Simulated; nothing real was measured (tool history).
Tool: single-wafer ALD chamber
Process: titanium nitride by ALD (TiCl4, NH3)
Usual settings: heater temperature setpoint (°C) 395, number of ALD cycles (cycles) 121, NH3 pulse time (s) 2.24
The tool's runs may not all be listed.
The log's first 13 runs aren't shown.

run	hour	heater temperature setpoint (°C)	number of ALD cycles (cycles)	NH3 pulse time (s)	read-back reference wafer on the same gauge, thickness_nm	mean film thickness on the monitor wafer (Å)
14	158.8	395	121	2.24	2.392	24.03
# hour 168.5: gauge calibrated
15	170.9	395	121	2.24	2.424	24.52
16	180.2	395	121	2.65	2.421	24.50
17	193.1	395	121	2.24	2.424	24.38
18	201.3	395	121	2.24	2.422	24.45
19	207.9	399	121	1.90	2.423	24.20
20	221.7	405	121	1.97	2.426	24.33
# hour 240.7: showerhead replaced
21	243.9	400	108	1.84	2.422	21.65
22	259.4	402	145	3.09	2.422	29.84
23	266.7	395	121	2.24	2.420	24.34
# hour 279.5: thermocouple changed; heater temperature recalibrated
24	280.0	382	121	3.13	2.417	24.58
25	287.4	403	121	1.62	2.420	23.91
26	305.2	395	121	2.55	2.416	24.63

Run 27 comes next. What will it give?
27	317.4	383	109	2.58	?	?

Run 27 gave read-back reference wafer on the same gauge, thickness_nm 2.415, mean film thickness on the monitor wafer (Å) 21.92.
Without the tool's hidden state the same run would have given mean film thickness on the monitor wafer (Å) 21.95.

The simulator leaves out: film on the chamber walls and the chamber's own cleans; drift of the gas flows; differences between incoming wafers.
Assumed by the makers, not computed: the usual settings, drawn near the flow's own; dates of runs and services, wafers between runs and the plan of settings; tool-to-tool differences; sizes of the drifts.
